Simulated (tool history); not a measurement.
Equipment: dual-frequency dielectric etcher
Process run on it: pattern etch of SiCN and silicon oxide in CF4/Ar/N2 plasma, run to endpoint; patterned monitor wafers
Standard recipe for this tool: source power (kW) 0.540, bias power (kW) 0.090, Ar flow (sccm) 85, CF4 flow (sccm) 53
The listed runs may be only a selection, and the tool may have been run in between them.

| run | day | source power (kW) | bias power (kW) | Ar flow (sccm) | CF4 flow (sccm) | wafers since the last listed run | hours since the last wet clean | hours since the last source power generator calibration | hours since the last bias power generator calibration | hours since the last Ar flow controller change | hours since the last CF4 flow controller change | hours since the last upper electrode change | incoming incoming film thickness, nm | endpoint time (s) |
|---|---|---|---|---|---|---|---|---|---|---|---|---|---|---|
| 1 | 0.000 | 0.540 | 0.098 | 85 | 53 | 0 | 298.5 | 46.4 | 233.1 | 5444.6 | 4563.6 | 68.7 | 16.33 | 13.9 |
| 2 | 1.200 | 0.540 | 0.090 | 85 | 53 | 269 | 327.3 | 75.2 | 261.9 | 5473.4 | 4592.4 | 97.5 | 16.20 | 14.5 |
| 3 | 1.762 | 0.540 | 0.090 | 85 | 53 | 126 | 340.8 | 88.7 | 275.4 | 5486.9 | 4605.9 | 111.0 | 16.40 | 14.7 |
|  | 2.221 | Ar flow controller replaced |
| 4 | 2.367 | 0.540 | 0.108 | 69 | 53 | 79 | 355.3 | 103.2 | 289.9 | 3.5 | 4620.4 | 125.5 | 16.36 | 12.8 |
| 5 | 2.917 | 0.430 | 0.069 | 65 | 48 | 123 | 368.5 | 116.4 | 303.1 | 16.7 | 4633.6 | 138.7 | 16.33 | 21.2 |
|  | 4.096 | CF4 flow controller replaced |
|  | 5.079 | wet clean of the chamber |
| 6 | 5.100 | 0.540 | 0.090 | 85 | 53 | 212 | 0.5 | 168.8 | 355.5 | 69.1 | 24.1 | 191.1 | 16.26 | 14.2 |
| 7 | 5.117 | 0.500 | 0.090 | 85 | 48 | 3 | 0.9 | 169.2 | 355.9 | 69.5 | 24.5 | 191.5 | 16.18 | 15.7 |
| 8 | 5.575 | 0.580 | 0.097 | 96 | 46 | 102 | 11.9 | 180.2 | 366.9 | 80.5 | 35.5 | 202.5 | 16.17 | 13.3 |
| 9 | 6.196 | 0.540 | 0.090 | 85 | 53 | 139 | 26.8 | 195.1 | 381.8 | 95.4 | 50.4 | 217.4 | 16.20 | 14.3 |
| 10 | 7.379 | 0.540 | 0.090 | 68 | 53 | 265 | 55.2 | 223.5 | 410.2 | 123.8 | 78.8 | 245.8 | 16.25 | 13.8 |
| 11 | 8.212 | 0.500 | 0.090 | 85 | 53 | 187 | 75.2 | 243.5 | 430.2 | 143.8 | 98.8 | 265.8 | 16.12 | 15.3 |
| 12 | 9.108 | 0.580 | 0.090 | 85 | 53 | 201 | 96.7 | 265.0 | 451.7 | 165.3 | 120.3 | 287.3 | 16.21 | 13.3 |
| 13 | 10.312 | 0.540 | 0.090 | 79 | 48 | 270 | 125.6 | 293.9 | 480.6 | 194.2 | 149.2 | 316.2 | 16.22 | 14.4 |
| 14 | 11.383 | 0.540 | 0.090 | 85 | 53 | 240 | 151.3 | 319.6 | 506.3 | 219.9 | 174.9 | 341.9 | 16.42 | 14.5 |
| 15 | 12.054 | 0.450 | 0.080 | 106 | 41 | 150 | 167.4 | 335.7 | 522.4 | 236.0 | 191.0 | 358.0 | 16.17 | 20.4 |
| 16 | 12.879 | 0.540 | 0.090 | 85 | 53 | 185 | 187.2 | 355.5 | 542.2 | 255.8 | 210.8 | 377.8 | 16.10 | 14.2 |
| 17 | 14.371 | 0.590 | 0.070 | 85 | 53 | 334 | 223.0 | 391.3 | 578.0 | 291.6 | 246.6 | 413.6 | 16.14 | 15.1 |
| 18 | 15.671 | 0.480 | 0.074 | 97 | 49 | 291 | 254.2 | 422.5 | 609.2 | 322.8 | 277.8 | 444.8 | 16.11 | 19.0 |
| 19 | 16.317 | 0.540 | 0.090 | 85 | 53 | 144 | 269.7 | 438.0 | 624.7 | 338.3 | 293.3 | 460.3 | 16.15 | 14.4 |
| 20 | 17.746 | 0.490 | 0.084 | 71 | 61 | 320 | 304.0 | 472.3 | 659.0 | 372.6 | 327.6 | 494.6 | 16.19 | 15.7 |
| 21 | 18.800 | 0.420 | 0.102 | 85 | 53 | 236 | 329.3 | 497.6 | 684.3 | 397.9 | 352.9 | 519.9 | 16.27 | 17.6 |
| 22 | 20.246 | 0.540 | 0.090 | 85 | 53 | 324 | 364.0 | 532.3 | 719.0 | 432.6 | 387.6 | 554.6 | 16.30 | 14.6 |
|  | 22.458 | wet clean of the chamber |
| 23 | 22.479 | 0.540 | 0.090 | 68 | 53 | 276 | 0.5 | 585.9 | 772.6 | 486.2 | 441.2 | 608.2 | 16.05 | 13.5 |
| 24 | 22.921 | 0.660 | 0.090 | 85 | 45 | 99 | 11.1 | 596.5 | 783.2 | 496.8 | 451.8 | 618.8 | 16.13 | 12.0 |

Measured minus without-hidden-state, run by run (identical run-to-run variation in each term; gauge scatter may differ):
The hidden state here: etch rate over this chamber's usual, %; source power that arrives over what is set, %; bias power that arrives over what is set, %; Ar flow that arrives over what is set, %; CF4 flow that arrives over what is set, %.
| run | endpoint time (s) |
|---|---|
| 1 | +0.2 |
| 2 | +0.3 |
| 3 | +0.3 |
| 4 | +0.3 |
| 5 | +0.5 |
| 6 | +0.0 |
| 7 | +0.0 |
| 8 | +0.0 |
| 9 | +0.0 |
| 10 | +0.1 |
| 11 | +0.0 |
| 12 | +0.1 |
| 13 | +0.1 |
| 14 | +0.1 |
| 15 | +0.2 |
| 16 | +0.1 |
| 17 | +0.2 |
| 18 | +0.3 |
| 19 | +0.2 |
| 20 | +0.3 |
| 21 | +0.3 |
| 22 | +0.3 |
| 23 | +0.0 |
| 24 | +0.0 |
